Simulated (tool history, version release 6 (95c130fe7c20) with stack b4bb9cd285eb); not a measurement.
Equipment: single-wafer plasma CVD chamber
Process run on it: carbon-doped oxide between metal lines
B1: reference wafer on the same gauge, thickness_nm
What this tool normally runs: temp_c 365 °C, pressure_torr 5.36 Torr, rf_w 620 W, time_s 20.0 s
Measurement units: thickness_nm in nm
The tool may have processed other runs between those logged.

Run 1, hour 0.0: usual settings; B1 109.164. Result: thickness_nm 113.163 nm.
Run 2, hour 27.3: usual settings; B1 109.007. Result: thickness_nm 113.918 nm.
At hour 38.4: thermocouple changed; heater temperature recalibrated.
Run 3, hour 98.6: usual settings but time_s 18.6 s; B1 108.762. Result: thickness_nm 105.051 nm.
Run 4, hour 122.9: usual settings but temp_c 374 °C; B1 108.841. Result: thickness_nm 111.217 nm.
Run 5, hour 156.8: usual settings but pressure_torr 5.89 Torr, rf_w 685 W, time_s 16.8 s; B1 108.964. Result: thickness_nm 100.858 nm.
Run 6, hour 179.2: usual settings but temp_c 359 °C, rf_w 690 W, time_s 21.0 s; B1 108.753. Result: thickness_nm 126.626 nm.
Run 7, hour 209.7: usual settings but rf_w 745 W, time_s 22.0 s; B1 108.824. Result: thickness_nm 136.041 nm.
Run 8, hour 224.1: usual settings but pressure_torr 4.03 Torr; B1 109.108. Result: thickness_nm 109.896 nm.
At hour 242.6: capacitance manometer re-zeroed and calibrated.
Run 9, hour 258.9: usual settings but temp_c 373 °C; B1 109.008. Result: thickness_nm 109.886 nm.
At hour 288.1: RF generator calibrated.
Run 10, hour 288.6: usual settings; B1 109.043. Result: thickness_nm 117.083 nm.
At hour 305.0: showerhead replaced, of another model than before.
Run 11, hour 306.0: usual settings but temp_c 369 °C, pressure_torr 6.65 Torr, time_s 22.8 s; B1 108.952. Result: thickness_nm 135.812 nm.
Run 12, hour 393.4: usual settings; B1 108.968. Result: thickness_nm 118.388 nm.
Run 13, hour 412.1: usual settings but temp_c 353 °C; B1 109.153. Result: thickness_nm 122.126 nm.
Run 14, hour 427.6: usual settings but rf_w 650 W; B1 109.036. Result: thickness_nm 120.581 nm.
Run 15, hour 460.5: usual settings but temp_c 353 °C, time_s 18.3 s; B1 108.965. Result: thickness_nm 111.878 nm.
Run 16, hour 490.7: usual settings but rf_w 560 W; B1 108.984. Result: thickness_nm 113.578 nm.
Run 17, hour 505.8: usual settings; B1 109.207. Result: thickness_nm 117.932 nm.
Run 18, hour 519.9: usual settings but temp_c 360 °C, rf_w 570 W, time_s 17.3 s; B1 108.904. Result: thickness_nm 100.228 nm.
Run 19, hour 590.9: usual settings but rf_w 520 W; B1 108.906. Result: thickness_nm 111.375 nm.
Run 20, hour 625.6: usual settings; B1 109.054. Result: thickness_nm 118.474 nm.
Run 21, hour 659.5: usual settings; B1 109.052. Result: thickness_nm 118.630 nm.
Run 22, hour 671.7: usual settings but rf_w 530 W; B1 108.870. Result: thickness_nm 111.567 nm.
Run 23, hour 689.8: usual settings but temp_c 353 °C, time_s 22.4 s; B1 109.125. Result: thickness_nm 135.458 nm.
Run 24, hour 720.2: usual settings; B1 108.991. Result: thickness_nm 118.919 nm.
Run 25, hour 750.1: usual settings but rf_w 555 W; B1 108.983. Result: thickness_nm 113.072 nm.
Run 26, hour 776.4: usual settings but pressure_torr 4.46 Torr; B1 109.220. Result: thickness_nm 115.557 nm.
Run 27, hour 789.7: usual settings but temp_c 376 °C, time_s 22.1 s; B1 108.948. Result: thickness_nm 127.023 nm.
Run 28, hour 807.1: usual settings but temp_c 377 °C, rf_w 580 W; B1 108.893. Result: thickness_nm 112.131 nm.

Here are 4 independent what-if runs from the current tool condition. What would each one return?
Run A, hour 807.5: usual settings; B1 ?. Result: thickness_nm ?.
Run B, hour 807.5: usual settings but time_s 21.5 s; B1 ?. Result: thickness_nm ?.
Run C, hour 807.5: usual settings but rf_w 655 W, time_s 18.5 s; B1 ?. Result: thickness_nm ?.
Run D, hour 807.5: usual settings but temp_c 353 °C, time_s 18.1 s; B1 ?. Result: thickness_nm ?.

run       B1  thickness_nm
  A  108.957       117.716
  B  108.957       126.391
  C  108.957       111.298
  D  108.957       109.809
Had the tool no hidden state, the same runs would have come out as:
run  thickness_nm
  A       118.346
  B       127.067
  C       111.893
  D       110.397
